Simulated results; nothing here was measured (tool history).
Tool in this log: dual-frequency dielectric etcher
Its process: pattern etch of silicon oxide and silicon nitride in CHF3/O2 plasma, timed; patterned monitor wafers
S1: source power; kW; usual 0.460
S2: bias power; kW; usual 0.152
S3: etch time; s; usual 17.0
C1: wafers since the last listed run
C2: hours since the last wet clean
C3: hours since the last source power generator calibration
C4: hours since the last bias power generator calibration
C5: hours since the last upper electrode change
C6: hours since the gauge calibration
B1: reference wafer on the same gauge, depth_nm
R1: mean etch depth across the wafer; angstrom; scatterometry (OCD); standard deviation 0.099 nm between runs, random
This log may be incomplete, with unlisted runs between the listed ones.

| run | day | S1 | S2 | S3 | C1 | C2 | C3 | C4 | C5 | C6 | B1 | R1 |
|---|---|---|---|---|---|---|---|---|---|---|---|---|
| 1 | 0.000 | 0.460 | 0.152 | 17.0 | 0 | 560.5 | 3265.0 | 2022.8 | 5269.0 | 330.2 | 19.37 | 215.1 |
|  | 1.038 | bias power generator calibrated |
|  | 1.125 | wet clean of the chamber |
| 2 | 1.146 | 0.460 | 0.152 | 17.0 | 193 | 0.5 | 3292.5 | 2.6 | 5296.5 | 357.7 | 19.39 | 233.8 |
| 3 | 1.158 | 0.460 | 0.152 | 17.0 | 2 | 0.8 | 3292.8 | 2.9 | 5296.8 | 358.0 | 19.40 | 235.6 |
| 4 | 1.942 | 0.460 | 0.152 | 17.0 | 170 | 19.6 | 3311.6 | 21.7 | 5315.6 | 376.8 | 19.41 | 234.3 |
| 5 | 2.529 | 0.460 | 0.152 | 17.0 | 127 | 33.7 | 3325.7 | 35.8 | 5329.7 | 390.9 | 19.44 | 236.3 |
|  | 2.733 | gauge calibrated |
| 6 | 3.112 | 0.460 | 0.152 | 14.0 | 126 | 47.7 | 3339.7 | 49.8 | 5343.7 | 9.1 | 19.39 | 194.7 |
| 7 | 3.654 | 0.460 | 0.152 | 14.0 | 117 | 60.7 | 3352.7 | 62.8 | 5356.7 | 22.1 | 19.40 | 192.8 |
| 8 | 4.238 | 0.460 | 0.152 | 17.0 | 126 | 74.7 | 3366.7 | 76.8 | 5370.7 | 36.1 | 19.42 | 235.2 |
|  | 4.542 | source power generator calibrated |
| 9 | 4.554 | 0.460 | 0.152 | 17.0 | 32 | 82.3 | 0.3 | 84.4 | 5378.3 | 43.7 | 19.39 | 235.5 |
|  | 6.154 | wet clean of the chamber, repeated, since the last time left the tool worse |
|  | 6.217 | upper electrode replaced |
| 10 | 6.238 | 0.520 | 0.174 | 13.5 | 135 | 2.0 | 40.7 | 124.8 | 0.5 | 84.1 | 19.39 | 191.4 |
| 11 | 6.250 | 0.460 | 0.152 | 17.0 | 2 | 2.3 | 41.0 | 125.1 | 0.8 | 84.4 | 19.41 | 221.5 |
| 12 | 6.262 | 0.360 | 0.173 | 12.5 | 2 | 2.6 | 41.3 | 125.4 | 1.1 | 84.7 | 19.40 | 150.8 |
| 13 | 6.492 | 0.460 | 0.132 | 17.0 | 49 | 8.1 | 46.8 | 130.9 | 6.6 | 90.2 | 19.40 | 213.7 |
| 14 | 6.929 | 0.340 | 0.179 | 13.0 | 95 | 18.6 | 57.3 | 141.4 | 17.1 | 100.7 | 19.41 | 154.2 |
| 15 | 7.533 | 0.460 | 0.130 | 17.0 | 131 | 33.1 | 71.8 | 155.9 | 31.6 | 115.2 | 19.40 | 213.7 |
| 16 | 8.117 | 0.460 | 0.152 | 17.0 | 126 | 47.1 | 85.8 | 169.9 | 45.6 | 129.2 | 19.43 | 221.9 |
| 17 | 8.696 | 0.400 | 0.125 | 17.0 | 125 | 61.0 | 99.7 | 183.8 | 59.5 | 143.1 | 19.38 | 197.5 |
| 18 | 8.958 | 0.580 | 0.166 | 20.5 | 57 | 67.3 | 106.0 | 190.1 | 65.8 | 149.4 | 19.38 | 302.1 |
| 19 | 9.654 | 0.460 | 0.152 | 17.0 | 151 | 84.0 | 122.7 | 206.8 | 82.5 | 166.1 | 19.39 | 220.6 |
| 20 | 10.050 | 0.460 | 0.135 | 20.5 | 85 | 93.5 | 132.2 | 216.3 | 92.0 | 175.6 | 19.41 | 258.2 |
| 21 | 10.596 | 0.460 | 0.152 | 17.0 | 118 | 106.6 | 145.3 | 229.4 | 105.1 | 188.7 | 19.42 | 220.0 |
| 22 | 11.233 | 0.460 | 0.152 | 17.0 | 138 | 121.9 | 160.6 | 244.7 | 120.4 | 204.0 | 19.41 | 220.9 |
| 23 | 11.762 | 0.460 | 0.152 | 17.0 | 114 | 134.6 | 173.3 | 257.4 | 133.1 | 216.7 | 19.41 | 219.6 |
| 24 | 12.142 | 0.410 | 0.187 | 19.0 | 82 | 143.7 | 182.4 | 266.5 | 142.2 | 225.8 | 19.40 | 246.6 |
| 25 | 12.800 | 0.460 | 0.127 | 15.5 | 142 | 159.5 | 198.2 | 282.3 | 158.0 | 241.6 | 19.43 | 190.5 |
| 26 | 14.562 | 0.390 | 0.152 | 12.5 | 382 | 201.8 | 240.5 | 324.6 | 200.3 | 283.9 | 19.40 | 149.6 |
| 27 | 14.846 | 0.460 | 0.152 | 17.0 | 61 | 208.6 | 247.3 | 331.4 | 207.1 | 290.7 | 19.42 | 219.2 |
| 28 | 15.217 | 0.520 | 0.125 | 20.5 | 80 | 217.5 | 256.2 | 340.3 | 216.0 | 299.6 | 19.40 | 265.5 |
| 29 | 15.638 | 0.390 | 0.118 | 20.5 | 91 | 227.6 | 266.3 | 350.4 | 226.1 | 309.7 | 19.40 | 230.6 |

Selected run-to-run steps in R1, each split into two signed amounts: the part the tool would show with no hidden state at all (from settings, incoming material and random variation), and the remainder, which goes to the hidden state together with any gauge scatter not common to the measured and the hidden-state-free results:
Hidden conditions of the tool in this case: etch rate over this chamber's usual, %; source power that arrives over what is set, %; bias power that arrives over what is set, %; gauge reads high (%).
Run 1 -> 2: bias power generator calibrated, wet clean of the chamber. R1 +18.7 angstrom: hidden state +22.6, all else -3.9.
Run 9 -> 10: S1 0.460 -> 0.520, S2 0.152 -> 0.174, S3 17.0 -> 13.5, wet clean of the chamber, repeated, since the last time left the tool worse, upper electrode replaced. R1 -44.1 angstrom: hidden state -13.9, all else -30.2.
Run 17 -> 18: S1 0.400 -> 0.580, S2 0.125 -> 0.166, S3 17.0 -> 20.5. R1 +104.6 angstrom: hidden state -0.3, all else +104.9.
Run 18 -> 19: S1 0.580 -> 0.460, S2 0.166 -> 0.152, S3 20.5 -> 17.0. R1 -81.5 angstrom: hidden state +0.0, all else -81.5.
